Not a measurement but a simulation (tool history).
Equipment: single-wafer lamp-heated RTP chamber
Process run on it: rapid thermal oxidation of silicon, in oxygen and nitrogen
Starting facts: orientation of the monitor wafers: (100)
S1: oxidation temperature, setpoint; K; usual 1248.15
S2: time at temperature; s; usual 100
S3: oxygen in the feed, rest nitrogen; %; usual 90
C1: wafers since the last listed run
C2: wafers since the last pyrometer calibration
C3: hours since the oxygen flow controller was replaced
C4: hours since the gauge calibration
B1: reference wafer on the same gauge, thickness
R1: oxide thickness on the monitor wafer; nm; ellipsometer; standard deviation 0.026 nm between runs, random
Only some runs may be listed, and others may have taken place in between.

run 1 hour=0 | S1=1248.15 S2=100 S3=90 | C1=0 C2=2889 C3=2039.4 C4=1747 | B1=5.592 | R1=6.34
run 2 hour=97.7 | S1=1248.15 S2=100 S3=90 | C1=1234 C2=4123 C3=2137.1 C4=1844.7 | B1=5.598 | R1=6.27
run 3 hour=176.6 | S1=1248.15 S2=119 S3=90 | C1=996 C2=5120 C3=2216 C4=1923.6 | B1=5.596 | R1=6.778
run 4 hour=238.2 | S1=1248.15 S2=119 S3=90 | C1=778 C2=5898 C3=2277.6 C4=1985.2 | B1=5.593 | R1=6.885
run 5 hour=340.3 | S1=1248.15 S2=100 S3=90 | C1=1290 C2=7189 C3=2379.7 C4=2087.3 | B1=5.598 | R1=6.324
-- hour=356.6 pyrometer window cleaned and pyrometer calibrated
run 6 hour=395.5 | S1=1248.15 S2=100 S3=90 | C1=596 C2=490 C3=2434.9 C4=2142.5 | B1=5.599 | R1=6.308
run 7 hour=431.9 | S1=1248.15 S2=100 S3=90 | C1=459 C2=950 C3=2471.3 C4=2178.9 | B1=5.603 | R1=6.387
run 8 hour=512.3 | S1=1261.15 S2=100 S3=90 | C1=1015 C2=1966 C3=2551.7 C4=2259.3 | B1=5.608 | R1=6.997
run 9 hour=563 | S1=1248.15 S2=100 S3=90 | C1=640 C2=2607 C3=2602.4 C4=2310 | B1=5.608 | R1=6.357
run 10 hour=665 | S1=1248.15 S2=100 S3=90 | C1=1288 C2=3896 C3=2704.4 C4=2412 | B1=5.606 | R1=6.353
run 11 hour=748.6 | S1=1248.15 S2=100 S3=90 | C1=1056 C2=4952 C3=2788 C4=2495.6 | B1=5.606 | R1=6.325
run 12 hour=784.7 | S1=1248.15 S2=100 S3=90 | C1=456 C2=5408 C3=2824.1 C4=2531.7 | B1=5.61 | R1=6.302
run 13 hour=863.6 | S1=1248.15 S2=100 S3=90 | C1=996 C2=6405 C3=2903 C4=2610.6 | B1=5.608 | R1=6.39
-- hour=880.6 pyrometer window cleaned and pyrometer calibrated
run 14 hour=927.7 | S1=1248.15 S2=100 S3=90 | C1=708 C2=595 C3=2967.1 C4=2674.7 | B1=5.609 | R1=6.328
run 15 hour=968.6 | S1=1248.15 S2=100 S3=90 | C1=516 C2=1112 C3=3008 C4=2715.6 | B1=5.608 | R1=6.314
run 16 hour=1036.7 | S1=1248.15 S2=100 S3=90 | C1=860 C2=1972 C3=3076.1 C4=2783.7 | B1=5.604 | R1=6.338
-- hour=1115.4 gauge calibrated
run 17 hour=1128.4 | S1=1248.15 S2=100 S3=90 | C1=1158 C2=3131 C3=3167.8 C4=13 | B1=5.451 | R1=6.144
run 18 hour=1301.5 | S1=1248.15 S2=72 S3=90 | C1=2187 C2=5318 C3=3340.9 C4=186.1 | B1=5.48 | R1=5.363
run 19 hour=1373.4 | S1=1248.15 S2=100 S3=90 | C1=908 C2=6227 C3=3412.8 C4=258 | B1=5.487 | R1=6.184
-- hour=1423.7 pyrometer window cleaned and pyrometer calibrated
run 20 hour=1472.3 | S1=1248.15 S2=100 S3=90 | C1=1148 C2=614 C3=3511.7 C4=356.9 | B1=5.495 | R1=6.172
run 21 hour=1558.9 | S1=1248.15 S2=119 S3=90 | C1=1094 C2=1708 C3=3598.3 C4=443.5 | B1=5.504 | R1=6.741
run 22 hour=1663 | S1=1248.15 S2=100 S3=90 | C1=1315 C2=3023 C3=3702.4 C4=547.6 | B1=5.516 | R1=6.247
run 23 hour=1765.3 | S1=1248.15 S2=100 S3=98 | C1=1292 C2=4316 C3=3804.7 C4=649.9 | B1=5.527 | R1=6.416
run 24 hour=1807 | S1=1273.15 S2=52 S3=81 | C1=526 C2=4843 C3=3846.4 C4=691.6 | B1=5.525 | R1=5.438
-- hour=1888.4 oxygen flow controller replaced
run 25 hour=1897.9 | S1=1240.15 S2=100 S3=62 | C1=1047 C2=5890 C3=9.5 C4=782.5 | B1=5.537 | R1=5.173
run 26 hour=1986.2 | S1=1264.15 S2=83 S3=98 | C1=1115 C2=7006 C3=97.8 C4=870.8 | B1=5.541 | R1=6.758
-- hour=2003.3 pyrometer window cleaned and pyrometer calibrated
run 27 hour=2072.3 | S1=1276.15 S2=119 S3=69 | C1=986 C2=871 C3=183.9 C4=956.9 | B1=5.555 | R1=7.606
run 28 hour=2130.8 | S1=1266.15 S2=81 S3=65 | C1=739 C2=1610 C3=242.4 C4=1015.4 | B1=5.554 | R1=5.855
run 29 hour=2212.6 | S1=1239.15 S2=122 S3=98 | C1=1033 C2=2644 C3=324.2 C4=1097.2 | B1=5.558 | R1=6.598
run 30 hour=2289.6 | S1=1264.15 S2=83 S3=98 | C1=972 C2=3617 C3=401.2 C4=1174.2 | B1=5.56 | R1=6.7
run 31 hour=2343.5 | S1=1263.15 S2=100 S3=78 | C1=681 C2=4298 C3=455.1 C4=1228.1 | B1=5.564 | R1=6.665
run 32 hour=2411 | S1=1230.15 S2=100 S3=68 | C1=852 C2=5151 C3=522.6 C4=1295.6 | B1=5.567 | R1=5
run 33 hour=2457.2 | S1=1248.15 S2=100 S3=81 | C1=583 C2=5735 C3=568.8 C4=1341.8 | B1=5.567 | R1=6.059
-- hour=2475.2 pyrometer window cleaned and pyrometer calibrated
run 34 hour=2549.4 | S1=1248.15 S2=51 S3=66 | C1=1063 C2=938 C3=661 C4=1434 | B1=5.577 | R1=4.243

Each run again, without the hidden state but with its own random variation kept:
Hidden conditions of the tool in this case: true wafer temperature minus pyrometer reading, K; deviation of the oxygen flow from its setpoint, %; gauge reads high (%).
run=1 R1=6.178
run=2 R1=6.108
run=3 R1=6.6
run=4 R1=6.703
run=5 R1=6.154
run=6 R1=6.137
run=7 R1=6.214
run=8 R1=6.805
run=9 R1=6.182
run=10 R1=6.177
run=11 R1=6.148
run=12 R1=6.125
run=13 R1=6.21
run=14 R1=6.149
run=15 R1=6.135
run=16 R1=6.158
run=17 R1=6.145
run=18 R1=5.338
run=19 R1=6.145
run=20 R1=6.119
run=21 R1=6.671
run=22 R1=6.171
run=23 R1=6.327
run=24 R1=5.359
run=25 R1=5.091
run=26 R1=6.644
run=27 R1=7.47
run=28 R1=5.747
run=29 R1=6.471
run=30 R1=6.566
run=31 R1=6.528
run=32 R1=4.895
run=33 R1=5.929
run=34 R1=4.15

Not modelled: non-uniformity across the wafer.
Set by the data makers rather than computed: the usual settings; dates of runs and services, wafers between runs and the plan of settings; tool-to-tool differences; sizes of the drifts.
